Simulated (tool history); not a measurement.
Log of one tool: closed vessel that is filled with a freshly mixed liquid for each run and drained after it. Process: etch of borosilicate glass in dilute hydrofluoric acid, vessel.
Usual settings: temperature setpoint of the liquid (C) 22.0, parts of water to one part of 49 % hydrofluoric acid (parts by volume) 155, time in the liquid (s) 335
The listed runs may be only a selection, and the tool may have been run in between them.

run	hour	temperature setpoint of the liquid (C)	parts of water to one part of 49 % hydrofluoric acid (parts by volume)	time in the liquid (s)	wafers since the last listed run	hours since the thermometer was replaced	hours since the hydrofluoric acid flow meter was replaced	hours since the gauge calibration	read-back film thickness of the borosilicate glass reference wafer, read on the same gauge (nm)	thickness taken off the borosilicate glass on a monitor wafer (Å)
1	0.0	22.0	95	335	0	1498.8	1576.6	439.0	120.01	941.5
2	7.7	22.0	155	335	833	1506.5	1584.3	446.7	120.01	541.6
3	23.4	22.0	155	335	1699	1522.2	1600.0	462.4	120.00	541.0
4	41.1	22.0	155	335	1916	1539.9	1617.7	480.1	120.01	535.8
5	50.4	22.0	180	335	1006	1549.2	1627.0	489.4	119.99	452.7
6	68.4	22.0	215	335	1948	1567.2	1645.0	507.4	120.01	364.4
7	75.9	22.0	155	335	812	1574.7	1652.5	514.9	120.01	541.3
# hour 79.5: thermometer replaced
8	93.0	22.0	130	335	1743	13.5	1669.6	532.0	120.01	625.7
9	110.1	22.0	130	335	1851	30.6	1686.7	549.1	120.02	618.9
10	122.9	22.0	155	335	1385	43.4	1699.5	561.9	120.01	503.5
11	136.3	22.0	155	335	1450	56.8	1712.9	575.3	119.99	505.7
12	153.9	22.0	155	335	1905	74.4	1730.5	592.9	119.99	503.3
13	168.6	22.0	195	335	1591	89.1	1745.2	607.6	119.99	382.7
14	178.8	26.5	120	220	1104	99.3	1755.4	617.8	120.00	534.4
# hour 197.8: gauge calibrated
15	213.3	20.0	155	335	3735	133.8	1789.9	15.5	120.01	471.0
# hour 214.9: hydrofluoric acid flow meter replaced
16	229.6	24.0	115	335	1656	150.1	14.7	31.8	119.98	780.5
17	246.7	24.5	155	335	1851	167.2	31.8	48.9	119.99	560.4
18	259.0	22.0	155	235	1331	179.5	44.1	61.2	120.00	356.2
19	272.0	22.0	155	335	1407	192.5	57.1	74.2	120.00	508.7
20	283.8	22.0	195	335	1277	204.3	68.9	86.0	120.03	393.4
21	297.4	22.0	115	335	1472	217.9	82.5	99.6	120.02	721.2
22	333.5	18.5	80	155	3908	254.0	118.6	135.7	120.01	434.4
23	342.9	24.0	155	335	1017	263.4	128.0	145.1	120.01	551.3
24	353.5	22.0	155	260	1147	274.0	138.6	155.7	120.02	398.8
25	369.5	22.0	155	335	1732	290.0	154.6	171.7	120.00	509.4
26	376.2	20.0	125	185	725	296.7	161.3	178.4	120.00	337.8
27	393.1	18.5	155	335	1829	313.6	178.2	195.3	120.00	452.8
28	402.2	22.0	180	530	985	322.7	187.3	204.4	119.98	676.7

The next listed run, before its measurement:
29	415.5	22.0	225	335	1440	336.0	200.6	217.7	?	?

{"run 29": {"read-back film thickness of the borosilicate glass reference wafer, read on the same gauge (nm)": 119.98, "thickness taken off the borosilicate glass on a monitor wafer (Å)": 327.0}}
If the tool had no hidden condition, the same run with the same run-to-run variation would have returned thickness taken off the borosilicate glass on a monitor wafer (Å) 316.3.
